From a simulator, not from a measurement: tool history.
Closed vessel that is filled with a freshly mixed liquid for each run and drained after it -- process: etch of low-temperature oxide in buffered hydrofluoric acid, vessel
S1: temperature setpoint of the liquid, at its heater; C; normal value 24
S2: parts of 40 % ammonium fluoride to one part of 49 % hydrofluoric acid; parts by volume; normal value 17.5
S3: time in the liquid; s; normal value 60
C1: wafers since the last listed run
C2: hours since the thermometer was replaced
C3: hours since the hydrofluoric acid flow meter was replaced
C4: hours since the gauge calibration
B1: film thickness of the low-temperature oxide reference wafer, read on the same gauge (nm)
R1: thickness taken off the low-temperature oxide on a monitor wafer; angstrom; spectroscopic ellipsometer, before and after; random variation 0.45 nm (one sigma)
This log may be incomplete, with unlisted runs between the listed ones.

run,day,S1,S2,S3,C1,C2,C3,C4,B1,R1
1,0,24,17.5,75,0,2267.5,481.2,839.2,80,1023
2,3.783,24,17.5,60,10679,2358.3,572,930,80.01,814.6
# day 5.854: thermometer replaced
3,6.592,20,17.5,60,7809,17.7,639.4,997.4,79.98,655.1
4,9.246,20,17.5,60,7491,81.4,703.1,1061.1,80.01,653.4
5,10.854,24,20,60,4539,120,741.7,1099.7,79.96,710.5
6,12.671,24,17.5,60,5127,163.6,785.3,1143.3,79.99,822.3
7,17.1,24,17.5,60,12501,269.9,891.6,1249.6,80.01,830.4
8,19.325,27,17.5,60,6280,323.3,945,1303,79.99,979.1
9,21.129,21,13,60,5092,366.6,988.3,1346.3,80,943.1
10,25.3,21,13,60,11772,466.7,1088.4,1446.4,80,941.5
11,27.079,21,13,60,5021,509.4,1131.1,1489.1,80,947.3
12,34.329,23,12.5,60,20464,683.4,1305.1,1663.1,80.01,1099.2
13,37.883,24,17.5,60,10032,768.7,1390.4,1748.4,80,839
14,49.567,24,17.5,60,32977,1049.1,1670.8,2028.8,79.99,845.5
15,52.229,24,17.5,60,7515,1113,1734.7,2092.7,80.02,848.5
16,54.55,24,17.5,60,6550,1168.7,1790.4,2148.4,80.02,850.8
17,61.542,22.5,20,60,19735,1336.5,1958.2,2316.2,79.97,685.5
18,64.525,24,17.5,80,8420,1408.1,2029.8,2387.8,80.01,1134.1
19,68.092,25.5,13.5,50,10067,1493.7,2115.4,2473.4,80.01,981.2
20,69.842,24,17.5,30,4939,1535.7,2157.4,2515.4,80.02,430.5
21,74.304,28,23.5,60,12596,1642.8,2264.5,2622.5,80.04,818.6
# day 75.175: hydrofluoric acid flow meter replaced
22,77.788,24,17.5,60,9714,1726.4,62.7,2706.1,79.98,808.2
23,79.729,22.5,20,60,5480,1773,109.3,2752.7,79.98,656.1
# day 85.246: gauge calibrated
24,85.588,25.5,17.5,30,16536,1913.6,249.9,8.2,80.04,438.3
# day 88.208: thermometer replaced
25,89.612,27,11,60,11243,33.7,346.5,104.8,80.03,1510.2
26,92.192,20,13,70,7280,95.6,408.4,166.7,80,1015.5
27,95.154,26.5,17.5,60,8362,166.7,479.5,237.8,80.01,935.8
28,97.871,24,12,60,7668,231.9,544.7,303,80.01,1188.5
29,101.742,25.5,20.5,60,10926,324.8,637.6,395.9,79.99,757.7
30,105.496,28.5,24.5,70,10596,414.9,727.7,486,79.98,919.2
31,108.188,20,17.5,75,7597,479.5,792.3,550.6,79.99,823.1
32,112.15,24,17.5,60,11184,574.6,887.4,645.7,79.99,818.6

Hidden condition of the tool, last listed run before each entry between runs versus first listed run after:
Logged between run 2 and run 3: thermometer replaced (day 5.854)
  hydrofluoric acid flow above the setpoint (%): 2.04 -> 2.25
  measured result minus the result with no hidden state, R1: +16.1 -> +14.2 angstrom
Logged between run 21 and run 22: hydrofluoric acid flow meter replaced (day 75.175)
  hydrofluoric acid flow above the setpoint (%): 7.34 -> 0.983
  measured result minus the result with no hidden state, R1: +38.8 -> +7.7 angstrom
Logged between run 23 and run 24: gauge calibrated (day 85.246)
  hydrofluoric acid flow above the setpoint (%): 1.13 -> 1.57
  measured result minus the result with no hidden state, R1: +7.3 -> +6.7 angstrom
Logged between run 24 and run 25: thermometer replaced (day 88.208)
  hydrofluoric acid flow above the setpoint (%): 1.57 -> 1.87
  measured result minus the result with no hidden state, R1: +6.7 -> +27 angstrom
